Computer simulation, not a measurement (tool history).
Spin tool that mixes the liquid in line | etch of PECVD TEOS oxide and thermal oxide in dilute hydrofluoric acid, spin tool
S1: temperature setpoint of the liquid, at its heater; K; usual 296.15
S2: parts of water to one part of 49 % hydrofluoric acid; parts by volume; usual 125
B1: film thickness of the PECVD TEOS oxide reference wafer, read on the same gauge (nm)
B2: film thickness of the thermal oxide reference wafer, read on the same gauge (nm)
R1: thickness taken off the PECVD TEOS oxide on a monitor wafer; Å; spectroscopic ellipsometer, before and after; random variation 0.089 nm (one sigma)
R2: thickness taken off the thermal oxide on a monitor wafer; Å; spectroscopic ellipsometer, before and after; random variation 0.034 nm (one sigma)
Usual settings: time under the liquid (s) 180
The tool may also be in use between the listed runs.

{"run": 1, "day": 0.0, "S1": 296.15, "S2": 125, "time under the liquid (s)": 180, "B1": 30.01, "B2": 59.97, "R1": 119.1, "R2": 70.2}
{"run": 2, "day": 0.325, "S1": 296.15, "S2": 125, "time under the liquid (s)": 180, "B1": 30.04, "B2": 59.98, "R1": 118.2, "R2": 70.2}
{"run": 3, "day": 0.875, "S1": 296.15, "S2": 125, "time under the liquid (s)": 110, "B1": 29.98, "B2": 60.0, "R1": 72.7, "R2": 42.5}
{"run": 4, "day": 1.425, "S1": 296.15, "S2": 125, "time under the liquid (s)": 180, "B1": 30.02, "B2": 60.0, "R1": 120.7, "R2": 70.0}
{"run": 5, "day": 1.708, "S1": 296.15, "S2": 125, "time under the liquid (s)": 180, "B1": 30.02, "B2": 59.99, "R1": 120.5, "R2": 69.5}
{"run": 6, "day": 2.275, "S1": 296.15, "S2": 125, "time under the liquid (s)": 180, "B1": 29.99, "B2": 60.01, "R1": 118.7, "R2": 69.9}
{"run": 7, "day": 2.767, "S1": 296.15, "S2": 125, "time under the liquid (s)": 180, "B1": 29.97, "B2": 60.01, "R1": 119.5, "R2": 69.4}
{"run": 8, "day": 3.296, "S1": 298.15, "S2": 155, "time under the liquid (s)": 290, "B1": 30.0, "B2": 60.03, "R1": 161.5, "R2": 93.0}
{"run": 9, "day": 3.55, "S1": 300.15, "S2": 95, "time under the liquid (s)": 215, "B1": 30.03, "B2": 59.99, "R1": 226.4, "R2": 133.0}
{"run": 10, "day": 4.271, "S1": 291.65, "S2": 125, "time under the liquid (s)": 180, "B1": 29.99, "B2": 59.98, "R1": 98.6, "R2": 58.1}
{"run": 11, "day": 4.746, "S1": 291.15, "S2": 125, "time under the liquid (s)": 180, "B1": 30.04, "B2": 60.01, "R1": 98.2, "R2": 56.7}
{"day": 4.983, "done": "hydrofluoric acid flow meter replaced"}
{"day": 5.488, "done": "thermometer replaced"}
{"run": 12, "day": 5.679, "S1": 296.15, "S2": 85, "time under the liquid (s)": 180, "B1": 29.97, "B2": 60.03, "R1": 182.1, "R2": 104.4}
{"run": 13, "day": 6.275, "S1": 296.15, "S2": 165, "time under the liquid (s)": 180, "B1": 30.04, "B2": 60.02, "R1": 85.1, "R2": 49.3}
{"run": 14, "day": 6.675, "S1": 291.15, "S2": 75, "time under the liquid (s)": 120, "B1": 30.0, "B2": 59.99, "R1": 111.1, "R2": 65.0}
{"run": 15, "day": 8.421, "S1": 296.15, "S2": 125, "time under the liquid (s)": 180, "B1": 30.01, "B2": 60.0, "R1": 117.1, "R2": 67.7}
{"run": 16, "day": 9.104, "S1": 300.15, "S2": 150, "time under the liquid (s)": 110, "B1": 30.01, "B2": 60.02, "R1": 66.4, "R2": 38.6}
{"run": 17, "day": 9.354, "S1": 296.15, "S2": 125, "time under the liquid (s)": 290, "B1": 30.02, "B2": 60.0, "R1": 185.7, "R2": 108.8}
{"run": 18, "day": 9.875, "S1": 296.15, "S2": 125, "time under the liquid (s)": 180, "B1": 29.98, "B2": 60.02, "R1": 115.7, "R2": 67.5}
{"run": 19, "day": 10.138, "S1": 299.15, "S2": 150, "time under the liquid (s)": 135, "B1": 30.02, "B2": 60.0, "R1": 78.8, "R2": 45.8}
{"run": 20, "day": 10.512, "S1": 293.65, "S2": 110, "time under the liquid (s)": 235, "B1": 30.01, "B2": 59.98, "R1": 157.9, "R2": 92.5}
{"run": 21, "day": 10.958, "S1": 294.15, "S2": 95, "time under the liquid (s)": 260, "B1": 29.98, "B2": 60.03, "R1": 211.0, "R2": 123.2}
{"run": 22, "day": 11.492, "S1": 296.15, "S2": 125, "time under the liquid (s)": 180, "B1": 29.95, "B2": 60.0, "R1": 115.3, "R2": 67.4}
{"run": 23, "day": 12.05, "S1": 296.15, "S2": 125, "time under the liquid (s)": 180, "B1": 30.0, "B2": 59.99, "R1": 114.5, "R2": 67.0}
{"run": 24, "day": 12.371, "S1": 296.15, "S2": 125, "time under the liquid (s)": 220, "B1": 30.0, "B2": 59.98, "R1": 139.7, "R2": 82.2}
{"run": 25, "day": 12.704, "S1": 299.65, "S2": 140, "time under the liquid (s)": 230, "B1": 29.95, "B2": 60.0, "R1": 148.4, "R2": 85.3}

5 ways to go on from here, each from the tool as it stands after run 25. What would each give?
{"run": "A", "day": 12.725, "S1": 296.15, "S2": 125, "time under the liquid (s)": 180, "B1": "?", "B2": "?", "R1": "?", "R2": "?"}
{"run": "B", "day": 12.725, "S1": 292.15, "S2": 165, "time under the liquid (s)": 180, "B1": "?", "B2": "?", "R1": "?", "R2": "?"}
{"run": "C", "day": 12.725, "S1": 293.65, "S2": 180, "time under the liquid (s)": 180, "B1": "?", "B2": "?", "R1": "?", "R2": "?"}
{"run": "D", "day": 12.725, "S1": 296.15, "S2": 170, "time under the liquid (s)": 245, "B1": "?", "B2": "?", "R1": "?", "R2": "?"}
{"run": "E", "day": 12.725, "S1": 296.15, "S2": 160, "time under the liquid (s)": 230, "B1": "?", "B2": "?", "R1": "?", "R2": "?"}

run=A B1=29.96 B2=60.01 R1=115.2 R2=66.7
run=B B1=29.96 B2=60.01 R1=71.3 R2=41.3
run=C B1=29.96 B2=60.01 R1=68.2 R2=39.5
run=D B1=29.96 B2=60.01 R1=109.3 R2=63.3
run=E B1=29.96 B2=60.01 R1=110.3 R2=63.9
Without the tool's hidden state the same runs would have given:
run=A R1=116.7 R2=67.6
run=B R1=72.3 R2=41.9
run=C R1=69.3 R2=40.1
run=D R1=111.1 R2=64.3
run=E R1=112.0 R2=64.9
